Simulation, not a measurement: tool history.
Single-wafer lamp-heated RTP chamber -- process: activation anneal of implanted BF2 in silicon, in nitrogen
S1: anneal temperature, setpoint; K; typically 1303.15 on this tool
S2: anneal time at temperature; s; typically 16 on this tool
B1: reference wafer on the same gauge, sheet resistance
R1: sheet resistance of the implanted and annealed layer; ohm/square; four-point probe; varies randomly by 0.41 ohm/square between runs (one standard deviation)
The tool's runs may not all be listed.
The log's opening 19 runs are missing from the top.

{"run": 20, "hour": 890.4, "S1": 1293.15, "S2": 22, "B1": 164.08, "R1": 155.38}
{"hour": 897.8, "done": "gauge calibrated"}
{"run": 21, "hour": 958.7, "S1": 1303.15, "S2": 16, "B1": 164.03, "R1": 154.07}
{"run": 22, "hour": 995.5, "S1": 1281.15, "S2": 13, "B1": 164.11, "R1": 172.59}
{"run": 23, "hour": 1054.9, "S1": 1303.15, "S2": 16, "B1": 164.09, "R1": 152.91}
{"run": 24, "hour": 1089.8, "S1": 1323.15, "S2": 16, "B1": 163.92, "R1": 141.33}
{"run": 25, "hour": 1143.9, "S1": 1311.15, "S2": 9, "B1": 163.87, "R1": 154.82}
{"hour": 1172.1, "done": "pyrometer window cleaned and pyrometer calibrated"}
{"run": 26, "hour": 1192.5, "S1": 1332.15, "S2": 16, "B1": 163.95, "R1": 139.74}
{"run": 27, "hour": 1240.1, "S1": 1286.15, "S2": 7, "B1": 164.14, "R1": 181.71}
{"run": 28, "hour": 1280.0, "S1": 1290.15, "S2": 16, "B1": 164.05, "R1": 164.53}
{"run": 29, "hour": 1318.4, "S1": 1324.15, "S2": 11, "B1": 163.83, "R1": 149.11}
{"run": 30, "hour": 1373.5, "S1": 1326.15, "S2": 16, "B1": 164.14, "R1": 142.71}
{"hour": 1435.2, "done": "reflector plate cleaned"}
{"run": 31, "hour": 1548.3, "S1": 1285.15, "S2": 19, "B1": 164.1, "R1": 163.02}
{"run": 32, "hour": 1579.9, "S1": 1313.15, "S2": 9, "B1": 163.99, "R1": 155.02}
{"hour": 1636.4, "done": "pyrometer window cleaned and pyrometer calibrated"}
{"run": 33, "hour": 1768.5, "S1": 1291.15, "S2": 19, "B1": 163.81, "R1": 160.33}
{"run": 34, "hour": 1797.5, "S1": 1318.15, "S2": 25, "B1": 164.01, "R1": 140.46}
{"run": 35, "hour": 1828.9, "S1": 1295.15, "S2": 21, "B1": 163.9, "R1": 155.73}
{"run": 36, "hour": 1874.5, "S1": 1303.15, "S2": 8, "B1": 163.97, "R1": 164.38}

Consider 3 possible next runs. They are alternatives, not a sequence: every one starts from the tool as it was left by run 36. What does each give?
{"run": "A", "hour": 1874.9, "S1": 1303.15, "S2": 19, "B1": "?", "R1": "?"}
{"run": "B", "hour": 1874.9, "S1": 1303.15, "S2": 24, "B1": "?", "R1": "?"}
{"run": "C", "hour": 1874.9, "S1": 1303.15, "S2": 21, "B1": "?", "R1": "?"}

run=A B1=164.02 R1=152.04
run=B B1=164.02 R1=148.57
run=C B1=164.02 R1=150.55
Had the tool no hidden state, the same runs would have come out as:
run=A R1=153.37
run=B R1=149.88
run=C R1=151.87
